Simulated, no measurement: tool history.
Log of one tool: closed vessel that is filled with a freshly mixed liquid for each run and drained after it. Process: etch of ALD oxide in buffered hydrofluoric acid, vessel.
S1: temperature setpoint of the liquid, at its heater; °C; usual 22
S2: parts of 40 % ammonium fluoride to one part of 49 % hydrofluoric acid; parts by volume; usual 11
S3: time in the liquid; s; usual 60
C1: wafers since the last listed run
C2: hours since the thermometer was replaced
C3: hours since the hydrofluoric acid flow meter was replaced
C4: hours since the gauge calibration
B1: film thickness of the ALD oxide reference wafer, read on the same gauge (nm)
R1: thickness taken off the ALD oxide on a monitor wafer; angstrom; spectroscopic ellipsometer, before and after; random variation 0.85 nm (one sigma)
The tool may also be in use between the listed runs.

run    hour    S1   S2  S3     C1      C2      C3      C4      B1      R1
  1       0    22   11  60      0   882.6   283.9    1614  116.76   872.5
  2   105.5    22   11  60  11502   988.1   389.4  1719.5  116.53   858.9
      137.3  -- thermometer replaced
  3   165.1    22   11  80   6389    27.8     449  1779.1  116.36  1165.6
  4   266.2    22   11  80  11022   128.9   550.1  1880.2   116.2  1144.1
  5   315.4    22   11  80   5364   178.1   599.3  1929.4  116.07  1145.7
  6     385    22   11  60   7588   247.7   668.9    1999  115.97   868.8
  7   479.2    22   11  60  10270   341.9   763.1  2093.2  115.77   845.6
  8   564.7    24   12  60   9321   427.4   848.6  2178.7  115.61   883.1
  9   660.2    24   12  60  10412   522.9   944.1  2274.2  115.43   878.1
 10     731    24   12  60   7719   593.7  1014.9    2345  115.33   891.3
 11   767.7    22   11  60   4001   630.4  1051.6  2381.7  115.22     861
 12   811.3    22   11  60   4753     674  1095.2  2425.3  115.13   863.6
 13   854.3    22   11  60   4688     717  1138.2  2468.3  115.04   852.4
      882.1  -- hydrofluoric acid flow meter replaced
 14   907.6    22   11  60   5702   770.3    25.5  2521.6  114.92   846.8
 15  1011.2    21   11  60  11295   873.9   129.1  2625.2  114.76   803.4
 16  1084.6    21   11  60   8002   947.3   202.5  2698.6  114.56   807.3
     1234.7  -- thermometer replaced
 17  1321.9    22   11  60  25763    87.2   439.8  2935.9  114.06   831.9
 18  1556.2  17.5   11  80  25545   321.5   674.1  3170.2  113.65   867.6
 19    1640    26  8.5  35   9136   405.3   757.9    3254  113.44   757.3
 20    1677    22   11  60   4034   442.3   794.9    3291  113.37   836.6
     1684.6  -- gauge calibrated
 21  1761.3  24.5   11  50   9191   526.6   879.2    76.7  120.56   859.4
 22  2057.5    22   11  85  32294   822.8  1175.4   372.9  119.93  1259.5
 23  2133.1  23.5  6.5  45   8242   898.4    1251   448.5   119.8  1180.6
     2162.3  -- hydrofluoric acid flow meter replaced
 24    2235    20   11  30  11000  1000.3    72.7   550.4  119.62   397.5
 25  2296.4    17   11  90   6694  1061.7   134.1   611.8  119.51  1022.5
 26  2342.7    22   14  85   5047    1108   180.4   658.1   119.4   988.1
 27  2430.9    22   11  60   9616  1196.2   268.6   746.3  119.19   880.4
     2463.3  -- thermometer replaced
 28  2480.8    22   11  60   5331    17.5   318.5   796.2  119.11     889
 29  2571.9    25   11  95   9932   108.6   409.6   887.3  118.89  1675.5
 30  2613.5    19   15  90   4535   150.2   451.2   928.9  118.85   824.8
 31  2663.7    19  7.5  60   5473   200.4   501.4   979.1  118.79  1082.1
 32  2705.6    22   11  60   4568   242.3   543.3    1021  118.63   880.8
 33  2784.9    22  9.5  90   8645   321.6   622.6  1100.3  118.51  1498.5
 34  2862.4    22   14  50   8449   399.1   700.1  1177.8  118.34   576.5

Hidden state at the last listed run before each entry between runs and at the first one after, where it differs:
Between runs 2 and 3: thermometer replaced (hour 137.3)
  gauge reads high (%): -2.9 -> -3
  measured less the result without the state, R1: -25.7 -> -36 angstrom
Between runs 13 and 14: hydrofluoric acid flow meter replaced (hour 882.1)
  gauge reads high (%): -4.14 -> -4.23
  measured less the result without the state, R1: -36.8 -> -37.4 angstrom
Between runs 16 and 17: thermometer replaced (hour 1234.7)
  gauge reads high (%): -4.52 -> -4.91
  measured less the result without the state, R1: -38.2 -> -43 angstrom
Between runs 20 and 21: gauge calibrated (hour 1684.6)
  gauge reads high (%): -5.5 -> 0.455
  measured less the result without the state, R1: -48.7 -> +3.9 angstrom
Between runs 23 and 24: hydrofluoric acid flow meter replaced (hour 2162.3)
  gauge reads high (%): -0.159 -> -0.328
  measured less the result without the state, R1: -1.8 -> -1.3 angstrom
Between runs 27 and 28: thermometer replaced (hour 2463.3)
  gauge reads high (%): -0.651 -> -0.734
  measured less the result without the state, R1: -5.8 -> -6.6 angstrom
